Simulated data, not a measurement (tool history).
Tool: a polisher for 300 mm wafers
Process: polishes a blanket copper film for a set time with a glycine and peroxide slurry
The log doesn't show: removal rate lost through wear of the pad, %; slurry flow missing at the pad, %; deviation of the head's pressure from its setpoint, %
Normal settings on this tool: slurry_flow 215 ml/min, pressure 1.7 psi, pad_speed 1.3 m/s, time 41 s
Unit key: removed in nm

run,hour,slurry_flow,pressure,pad_speed,time,wafers since the last listed run,wafers polished on this pad,hours since the slurry nozzle was cleaned,hours since the head pressure was calibrated,"incoming thickness of the incoming film, nm",removed
1,0,215,1.7,1.02,41,0,1191,278.7,129.6,1897.4,175.8
2,74.3,215,1.7,1.02,41,557,1748,353,203.9,1831.8,177.8
# hour 164.3: slurry nozzle cleaned
3,179.7,215,1.7,1.3,41,782,2531,15.4,309.3,1882.3,205.8
# hour 279.4: worn pad replaced by a new one
4,463.5,260,1.7,1.3,41,2098,1380,299.2,593.1,1864.5,213.6
5,507.2,260,1.7,1.3,41,327,1708,342.9,636.8,1845.5,215.1
# hour 547.7: slurry nozzle cleaned
6,570.7,215,1.7,1.3,41,468,2176,23,700.3,1904.7,203.7
7,663.1,215,2.2,1.3,41,692,2869,115.4,792.7,1862.2,248
# hour 691.5: worn pad replaced by a new one
8,762.9,215,1.7,1.3,41,718,535,215.2,892.5,1856.1,216.9
# hour 872.6: head pressure recalibrated
# hour 941.4: slurry nozzle cleaned
9,1081.2,215,1.7,1.3,41,2364,2899,139.8,208.6,1856.4,203.3
# hour 1088.8: worn pad replaced by a new one
10,1122.7,215,1.7,1.3,41,281,254,181.3,250.1,1870.6,214.6
11,1201.7,215,1.7,1.3,41,592,846,260.3,329.1,1865.7,214.8
12,1295.3,215,1.4,1.3,28,701,1548,353.9,422.7,1906.8,123.9
13,1344.1,175,1.7,1.3,41,365,1914,402.7,471.5,1868.5,205.2
14,1380.8,245,2,1.76,48,275,2189,439.4,508.2,1888,362.6
# hour 1387.6: slurry nozzle cleaned
15,1483.8,260,1.7,1.3,41,764,2954,96.2,611.2,1881.1,203.8
# hour 1533.3: worn pad replaced by a new one
16,1579.4,265,1.7,1.74,31,686,345,191.8,706.8,1867.5,211.3
# hour 1760: head pressure recalibrated
17,1823.3,190,1.5,1.7,29,1813,2159,435.7,63.3,1884.8,159.2
# hour 1876.7: slurry nozzle cleaned
18,1926.7,215,1.7,1.3,41,767,2927,50,166.7,1867.7,201.8
# hour 1985.5: worn pad replaced by a new one
19,2021.2,215,2.1,1.42,32,678,267,144.5,261.2,1871.5,214.3
20,2074.1,250,1.7,1.3,41,396,664,197.4,314.1,1855,220.8
21,2156.8,290,1.5,1,41,620,1284,280.1,396.8,1881.3,164.4
22,2206.8,215,1.7,1.3,41,374,1659,330.1,446.8,1859.4,208.8

4 ways to go on from here, each from the tool as it stands after run 22. What would each give?
A,2207.2,215,1.7,1.3,41,2,1662,330.5,447.2,1861.1,?
B,2207.2,195,1.5,1.44,53,2,1662,330.5,447.2,1861.1,?
C,2207.2,215,1.2,0.98,41,2,1662,330.5,447.2,1861.1,?
D,2207.2,180,1.7,0.94,41,2,1662,330.5,447.2,1861.1,?

run,removed
A,211.7
B,265.3
C,133.6
D,161.5
With the hidden condition removed and each run's random variation left untouched, the same runs would have given:
run,removed
A,216.3
B,271.2
C,136.5
D,165

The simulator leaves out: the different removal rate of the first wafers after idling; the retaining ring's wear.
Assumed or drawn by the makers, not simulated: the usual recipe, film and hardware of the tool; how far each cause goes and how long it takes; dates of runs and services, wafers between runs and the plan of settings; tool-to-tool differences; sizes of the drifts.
